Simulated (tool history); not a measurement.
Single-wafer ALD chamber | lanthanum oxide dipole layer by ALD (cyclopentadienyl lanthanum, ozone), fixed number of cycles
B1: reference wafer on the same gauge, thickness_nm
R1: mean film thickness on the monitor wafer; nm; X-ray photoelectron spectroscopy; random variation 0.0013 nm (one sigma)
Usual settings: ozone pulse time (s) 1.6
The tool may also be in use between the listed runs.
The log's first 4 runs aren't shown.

{"hour": 43.3, "done": "showerhead replaced"}
{"hour": 51.4, "done": "thermocouple changed; heater temperature recalibrated"}
{"run": 5, "hour": 51.9, "ozone pulse time (s)": 1.32, "B1": 0.56, "R1": 0.463}
{"run": 6, "hour": 55.0, "ozone pulse time (s)": 1.85, "B1": 0.56, "R1": 0.516}
{"run": 7, "hour": 67.1, "ozone pulse time (s)": 1.85, "B1": 0.559, "R1": 0.515}
{"run": 8, "hour": 75.0, "ozone pulse time (s)": 1.85, "B1": 0.561, "R1": 0.515}
{"run": 9, "hour": 81.4, "ozone pulse time (s)": 1.44, "B1": 0.56, "R1": 0.48}
{"run": 10, "hour": 95.4, "ozone pulse time (s)": 1.6, "B1": 0.56, "R1": 0.498}
{"run": 11, "hour": 108.6, "ozone pulse time (s)": 1.99, "B1": 0.56, "R1": 0.52}
{"run": 12, "hour": 123.1, "ozone pulse time (s)": 2.06, "B1": 0.56, "R1": 0.524}
{"run": 13, "hour": 129.6, "ozone pulse time (s)": 2.14, "B1": 0.56, "R1": 0.527}
{"run": 14, "hour": 135.7, "ozone pulse time (s)": 2.07, "B1": 0.56, "R1": 0.524}
{"hour": 166.8, "done": "ozone generator serviced"}
{"run": 15, "hour": 186.5, "ozone pulse time (s)": 2.18, "B1": 0.56, "R1": 0.535}
{"run": 16, "hour": 195.1, "ozone pulse time (s)": 1.04, "B1": 0.56, "R1": 0.429}
{"run": 17, "hour": 209.7, "ozone pulse time (s)": 0.96, "B1": 0.56, "R1": 0.397}
{"run": 18, "hour": 220.8, "ozone pulse time (s)": 1.94, "B1": 0.561, "R1": 0.531}
{"run": 19, "hour": 235.9, "ozone pulse time (s)": 1.76, "B1": 0.56, "R1": 0.521}
{"run": 20, "hour": 244.3, "ozone pulse time (s)": 1.6, "B1": 0.56, "R1": 0.515}

Run 21 comes next. What will it give?
{"run": 21, "hour": 253.4, "ozone pulse time (s)": 2.07, "B1": "?", "R1": "?"}

Run 21 gave B1 0.56, R1 0.533 nm.
Without the tool's hidden state the same run would have given R1 0.533 nm.
